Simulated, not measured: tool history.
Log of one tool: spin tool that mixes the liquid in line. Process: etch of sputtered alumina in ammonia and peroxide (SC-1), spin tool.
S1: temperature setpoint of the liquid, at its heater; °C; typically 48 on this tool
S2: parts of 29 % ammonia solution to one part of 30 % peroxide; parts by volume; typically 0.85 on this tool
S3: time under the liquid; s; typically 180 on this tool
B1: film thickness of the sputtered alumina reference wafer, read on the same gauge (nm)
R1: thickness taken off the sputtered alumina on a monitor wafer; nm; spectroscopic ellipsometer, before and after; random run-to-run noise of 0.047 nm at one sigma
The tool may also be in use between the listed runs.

run	hour	S1	S2	S3	B1	R1
1	0	55.5	0.85	140	82.48	10.87
2	65.4	55.5	0.85	140	82.63	10.83
3	100.4	54	0.85	140	82.7	9.98
4	167.8	54	0.85	140	82.86	9.99
5	210.6	48	0.85	180	82.93	9.28
6	277	48	0.85	130	83.1	6.72
# hour 395.5: ammonia flow meter replaced
7	454.5	48	0.85	130	83.49	6.72
# hour 459.5: thermometer replaced
# hour 481.4: heated supply line repaired
8	502.4	48	0.85	130	83.62	6.78
# hour 537.5: new drum of ammonia solution connected
9	543.8	48	1	145	83.66	7.68
10	603.2	48	1.05	180	83.79	9.52
11	628.6	48	0.85	180	83.89	9.43
12	677.1	48	0.85	180	83.98	9.38
13	729.5	44	0.85	180	84.11	7.53
# hour 745.5: ammonia flow meter replaced
14	799.3	48	0.85	275	84.27	14.49
15	845.1	48	0.85	180	84.36	9.5
# hour 858.5: gauge calibrated
16	906.6	44.5	1.15	125	80.52	5.27
17	933.3	48	0.55	180	80.62	8.71
18	982.9	51.5	0.85	180	80.73	10.88
19	1019.7	45	1.1	275	80.83	11.85
20	1072.8	55	1.05	180	80.88	13.54
# hour 1108.2: new drum of ammonia solution connected
# hour 1112.2: ammonia flow meter replaced
21	1122.1	42	0.85	130	81.03	4.64
22	1187.6	54.5	0.85	135	81.2	9.72
# hour 1209.1: thermometer replaced
23	1224.8	54	0.85	140	81.26	9.89

Predict each of these 5 candidate next runs independently; none follows another, all start after run 23:
A	1225.3	48	0.85	245	?	?
B	1225.3	38.5	0.85	240	?	?
C	1225.3	56	0.85	265	?	?
D	1225.3	38.5	0.7	105	?	?
E	1225.3	48	1.2	180	?	?

run	B1	R1
A	81.21	12.39
B	81.21	7.02
C	81.21	20.69
D	81.21	3.01
E	81.21	9.41
With no hidden state in the tool, these same runs would have given:
run	R1
A	12.2
B	6.91
C	20.37
D	2.97
E	9.27
